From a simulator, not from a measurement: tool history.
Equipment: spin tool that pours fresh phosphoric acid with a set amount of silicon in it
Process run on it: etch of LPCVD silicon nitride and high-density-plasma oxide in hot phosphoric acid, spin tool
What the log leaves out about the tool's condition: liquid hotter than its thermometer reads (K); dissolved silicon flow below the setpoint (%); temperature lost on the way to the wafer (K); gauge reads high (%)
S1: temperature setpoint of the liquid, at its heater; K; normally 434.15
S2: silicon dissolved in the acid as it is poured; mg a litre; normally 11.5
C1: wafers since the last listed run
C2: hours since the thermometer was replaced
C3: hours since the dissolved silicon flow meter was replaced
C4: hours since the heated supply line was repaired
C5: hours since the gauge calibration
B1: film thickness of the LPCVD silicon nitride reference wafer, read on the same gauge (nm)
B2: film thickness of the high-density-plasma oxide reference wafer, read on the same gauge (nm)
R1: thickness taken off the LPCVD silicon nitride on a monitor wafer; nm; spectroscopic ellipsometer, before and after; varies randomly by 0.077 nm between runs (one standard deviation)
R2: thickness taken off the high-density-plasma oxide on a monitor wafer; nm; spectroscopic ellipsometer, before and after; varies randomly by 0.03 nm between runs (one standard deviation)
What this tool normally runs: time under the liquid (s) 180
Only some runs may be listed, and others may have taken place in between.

Run 1, hour 0.0: usual settings but S2 15.0 mg a litre; C1 0; C2 393.1; C3 4.6; C4 3178.5; C5 294.1; B1 60.00; B2 30.002. Result: R1 14.05 nm, R2 0.380 nm.
Run 2, hour 106.4: usual settings but S2 15.0 mg a litre; C1 988; C2 499.5; C3 111.0; C4 3284.9; C5 400.5; B1 60.02; B2 29.995. Result: R1 14.08 nm, R2 0.441 nm.
Run 3, hour 160.5: usual settings but S2 15.0 mg a litre; C1 502; C2 553.6; C3 165.1; C4 3339.0; C5 454.6; B1 60.02; B2 30.020. Result: R1 13.99 nm, R2 0.426 nm.
Run 4, hour 335.9: usual settings; C1 1629; C2 729.0; C3 340.5; C4 3514.4; C5 630.0; B1 60.00; B2 29.999. Result: R1 14.01 nm, R2 0.398 nm.
Run 5, hour 391.3: usual settings; C1 514; C2 784.4; C3 395.9; C4 3569.8; C5 685.4; B1 60.00; B2 30.021. Result: R1 14.08 nm, R2 0.402 nm.
At hour 409.0: dissolved silicon flow meter replaced.
Run 6, hour 452.5: usual settings but S2 4.5 mg a litre; C1 559; C2 845.6; C3 43.5; C4 3631.0; C5 746.6; B1 60.01; B2 30.010. Result: R1 14.02 nm, R2 0.420 nm.
At hour 502.0: thermometer replaced.
Run 7, hour 529.5: usual settings but S2 4.5 mg a litre; C1 706; C2 27.5; C3 120.5; C4 3708.0; C5 823.6; B1 59.98; B2 30.022. Result: R1 14.00 nm, R2 0.482 nm.
Run 8, hour 601.8: usual settings but S2 4.5 mg a litre; C1 671; C2 99.8; C3 192.8; C4 3780.3; C5 895.9; B1 59.99; B2 30.011. Result: R1 14.11 nm, R2 0.516 nm.
Run 9, hour 649.1: usual settings but time under the liquid (s) 130; C1 439; C2 147.1; C3 240.1; C4 3827.6; C5 943.2; B1 60.01; B2 29.978. Result: R1 10.09 nm, R2 0.274 nm.
At hour 846.7: dissolved silicon flow meter replaced.
At hour 900.4: heated supply line repaired.
Run 10, hour 963.8: usual settings but S1 437.15 K, S2 9.0 mg a litre, time under the liquid (s) 245; C1 2904; C2 461.8; C3 117.1; C4 63.4; C5 1257.9; B1 59.96; B2 30.015. Result: R1 21.04 nm, R2 0.710 nm.
Run 11, hour 1009.4: usual settings but S2 14.5 mg a litre, time under the liquid (s) 80; C1 423; C2 507.4; C3 162.7; C4 109.0; C5 1303.5; B1 59.97; B2 30.013. Result: R1 6.24 nm, R2 0.183 nm.
Run 12, hour 1109.2: usual settings but S1 435.15 K, S2 5.5 mg a litre, time under the liquid (s) 285; C1 927; C2 607.2; C3 262.5; C4 208.8; C5 1403.3; B1 60.02; B2 30.010. Result: R1 23.14 nm, R2 0.819 nm.
Run 13, hour 1154.9: usual settings but S1 432.15 K, S2 4.5 mg a litre; C1 424; C2 652.9; C3 308.2; C4 254.5; C5 1449.0; B1 60.00; B2 30.016. Result: R1 13.12 nm, R2 0.362 nm.
Run 14, hour 1199.5: usual settings; C1 414; C2 697.5; C3 352.8; C4 299.1; C5 1493.6; B1 60.02; B2 29.992. Result: R1 13.95 nm, R2 0.402 nm.
Run 15, hour 1239.7: usual settings but S1 432.15 K; C1 373; C2 737.7; C3 393.0; C4 339.3; C5 1533.8; B1 59.99; B2 30.029. Result: R1 13.13 nm, R2 0.377 nm.

Predict the results of run 16:
At hour 1245.5: dissolved silicon flow meter replaced.
At hour 1292.3: gauge calibrated.
Run 16, hour 1346.2: usual settings but S1 431.65 K, S2 4.5 mg a litre; C1 980; C2 844.2; C3 100.7; C4 445.8; C5 53.9; B1 ?; B2 ?. Result: R1 ?, R2 ?.

{"run 16": {"B1": 59.99, "B2": 29.983, "R1": 12.92, "R2": 0.415}}
If the tool had no hidden condition, the same run with the same run-to-run variation would have returned R1 12.92 nm, R2 0.415 nm.
